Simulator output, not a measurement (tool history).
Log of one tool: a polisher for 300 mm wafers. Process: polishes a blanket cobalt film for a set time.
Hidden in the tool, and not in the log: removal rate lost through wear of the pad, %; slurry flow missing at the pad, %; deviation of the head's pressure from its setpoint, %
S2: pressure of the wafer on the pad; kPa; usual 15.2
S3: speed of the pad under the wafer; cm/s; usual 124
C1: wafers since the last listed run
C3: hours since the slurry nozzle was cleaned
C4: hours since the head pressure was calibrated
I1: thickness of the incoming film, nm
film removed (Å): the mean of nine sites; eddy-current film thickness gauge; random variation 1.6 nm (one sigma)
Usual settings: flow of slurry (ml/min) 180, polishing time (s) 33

run 1 hour=0 | flow_of_slurry_(ml/min)=180 S2=15.2 S3=124 polishing_time_(s)=33 | C1=0 wafers_polished_on_this_pad=1483 C3=349.7 C4=37.1 | I1=974.6 | film_removed_(Å)=1862
run 2 hour=53.2 | flow_of_slurry_(ml/min)=180 S2=15.2 S3=124 polishing_time_(s)=33 | C1=623 wafers_polished_on_this_pad=2107 C3=402.9 C4=90.3 | I1=976.5 | film_removed_(Å)=1846
run 3 hour=85.6 | flow_of_slurry_(ml/min)=180 S2=15.2 S3=124 polishing_time_(s)=33 | C1=379 wafers_polished_on_this_pad=2486 C3=435.3 C4=122.7 | I1=978.6 | film_removed_(Å)=1824
run 4 hour=155.2 | flow_of_slurry_(ml/min)=180 S2=15.2 S3=148 polishing_time_(s)=33 | C1=815 wafers_polished_on_this_pad=3302 C3=504.9 C4=192.3 | I1=947.5 | film_removed_(Å)=2081
-- hour=176.6 worn pad replaced by a new one
run 5 hour=184.3 | flow_of_slurry_(ml/min)=180 S2=15.2 S3=148 polishing_time_(s)=33 | C1=294 wafers_polished_on_this_pad=90 C3=534 C4=221.4 | I1=959.7 | film_removed_(Å)=2214
run 6 hour=241.9 | flow_of_slurry_(ml/min)=200 S2=12.4 S3=124 polishing_time_(s)=33 | C1=674 wafers_polished_on_this_pad=765 C3=591.6 C4=279 | I1=964.8 | film_removed_(Å)=1552
run 7 hour=302.6 | flow_of_slurry_(ml/min)=200 S2=12.4 S3=124 polishing_time_(s)=33 | C1=711 wafers_polished_on_this_pad=1476 C3=652.3 C4=339.7 | I1=958.6 | film_removed_(Å)=1509
run 8 hour=343.8 | flow_of_slurry_(ml/min)=200 S2=12.4 S3=124 polishing_time_(s)=33 | C1=482 wafers_polished_on_this_pad=1959 C3=693.5 C4=380.9 | I1=970.1 | film_removed_(Å)=1495
run 9 hour=394.9 | flow_of_slurry_(ml/min)=180 S2=15.2 S3=124 polishing_time_(s)=33 | C1=598 wafers_polished_on_this_pad=2557 C3=744.6 C4=432 | I1=974.6 | film_removed_(Å)=1718
run 10 hour=448.6 | flow_of_slurry_(ml/min)=180 S2=15.2 S3=124 polishing_time_(s)=33 | C1=629 wafers_polished_on_this_pad=3187 C3=798.3 C4=485.7 | I1=960.9 | film_removed_(Å)=1715
-- hour=451 slurry nozzle cleaned
run 11 hour=504.9 | flow_of_slurry_(ml/min)=180 S2=15.2 S3=124 polishing_time_(s)=33 | C1=647 wafers_polished_on_this_pad=3835 C3=53.9 C4=542 | I1=968.6 | film_removed_(Å)=1817
-- hour=529.4 worn pad replaced by a new one
run 12 hour=532.1 | flow_of_slurry_(ml/min)=180 S2=15.2 S3=124 polishing_time_(s)=33 | C1=271 wafers_polished_on_this_pad=31 C3=81.1 C4=569.2 | I1=967.1 | film_removed_(Å)=1901
run 13 hour=578.4 | flow_of_slurry_(ml/min)=180 S2=15.2 S3=124 polishing_time_(s)=33 | C1=542 wafers_polished_on_this_pad=574 C3=127.4 C4=615.5 | I1=980.8 | film_removed_(Å)=1939
run 14 hour=612.6 | flow_of_slurry_(ml/min)=180 S2=15.2 S3=124 polishing_time_(s)=26 | C1=400 wafers_polished_on_this_pad=975 C3=161.6 C4=649.7 | I1=964.9 | film_removed_(Å)=1500
run 15 hour=663.6 | flow_of_slurry_(ml/min)=180 S2=15.2 S3=124 polishing_time_(s)=33 | C1=597 wafers_polished_on_this_pad=1572 C3=212.6 C4=700.7 | I1=952.4 | film_removed_(Å)=1866
run 16 hour=708.5 | flow_of_slurry_(ml/min)=180 S2=9.7 S3=124 polishing_time_(s)=23 | C1=526 wafers_polished_on_this_pad=2098 C3=257.5 C4=745.6 | I1=980.5 | film_removed_(Å)=831
run 17 hour=763.7 | flow_of_slurry_(ml/min)=150 S2=15.2 S3=124 polishing_time_(s)=23 | C1=646 wafers_polished_on_this_pad=2745 C3=312.7 C4=800.8 | I1=963.9 | film_removed_(Å)=1248
run 18 hour=828.2 | flow_of_slurry_(ml/min)=180 S2=15.2 S3=104 polishing_time_(s)=33 | C1=755 wafers_polished_on_this_pad=3500 C3=377.2 C4=865.3 | I1=973.8 | film_removed_(Å)=1503
run 19 hour=880.8 | flow_of_slurry_(ml/min)=180 S2=15.2 S3=144 polishing_time_(s)=38 | C1=616 wafers_polished_on_this_pad=4117 C3=429.8 C4=917.9 | I1=951.8 | film_removed_(Å)=2367
-- hour=907.4 worn pad replaced by a new one
run 20 hour=1070.4 | flow_of_slurry_(ml/min)=240 S2=13.1 S3=110 polishing_time_(s)=33 | C1=2174 wafers_polished_on_this_pad=1909 C3=619.4 C4=1107.5 | I1=951.7 | film_removed_(Å)=1479
run 21 hour=1149.8 | flow_of_slurry_(ml/min)=180 S2=15.2 S3=150 polishing_time_(s)=43 | C1=930 wafers_polished_on_this_pad=2839 C3=698.8 C4=1186.9 | I1=983.4 | film_removed_(Å)=2757
run 22 hour=1191 | flow_of_slurry_(ml/min)=180 S2=15.2 S3=124 polishing_time_(s)=33 | C1=482 wafers_polished_on_this_pad=3322 C3=740 C4=1228.1 | I1=961.6 | film_removed_(Å)=1723
-- hour=1198.5 head pressure recalibrated
-- hour=1251.1 slurry nozzle cleaned
-- hour=1270.7 worn pad replaced by a new one
run 23 hour=1366.5 | flow_of_slurry_(ml/min)=180 S2=15.2 S3=124 polishing_time_(s)=33 | C1=1974 wafers_polished_on_this_pad=1122 C3=115.4 C4=168 | I1=969.4 | film_removed_(Å)=1914
run 24 hour=1399.8 | flow_of_slurry_(ml/min)=180 S2=15.2 S3=124 polishing_time_(s)=38 | C1=390 wafers_polished_on_this_pad=1512 C3=148.7 C4=201.3 | I1=967.7 | film_removed_(Å)=2185
run 25 hour=1452.6 | flow_of_slurry_(ml/min)=150 S2=11.7 S3=102 polishing_time_(s)=38 | C1=618 wafers_polished_on_this_pad=2130 C3=201.5 C4=254.1 | I1=962.1 | film_removed_(Å)=1314
run 26 hour=1520.3 | flow_of_slurry_(ml/min)=235 S2=15.2 S3=164 polishing_time_(s)=33 | C1=793 wafers_polished_on_this_pad=2924 C3=269.2 C4=321.8 | I1=989.2 | film_removed_(Å)=2535
run 27 hour=1556.4 | flow_of_slurry_(ml/min)=180 S2=15.2 S3=98 polishing_time_(s)=43 | C1=422 wafers_polished_on_this_pad=3346 C3=305.3 C4=357.9 | I1=977.4 | film_removed_(Å)=1878

Forecast run 28:
-- hour=1599.8 worn pad replaced by a new one
run 28 hour=1608.2 | flow_of_slurry_(ml/min)=180 S2=15.2 S3=124 polishing_time_(s)=37 | C1=560 wafers_polished_on_this_pad=97 C3=357.1 C4=409.7 | I1=972 | film_removed_(Å)=?

film removed (Å): 2101
Without the tool's hidden state the same run would have given film removed (Å) 2157.
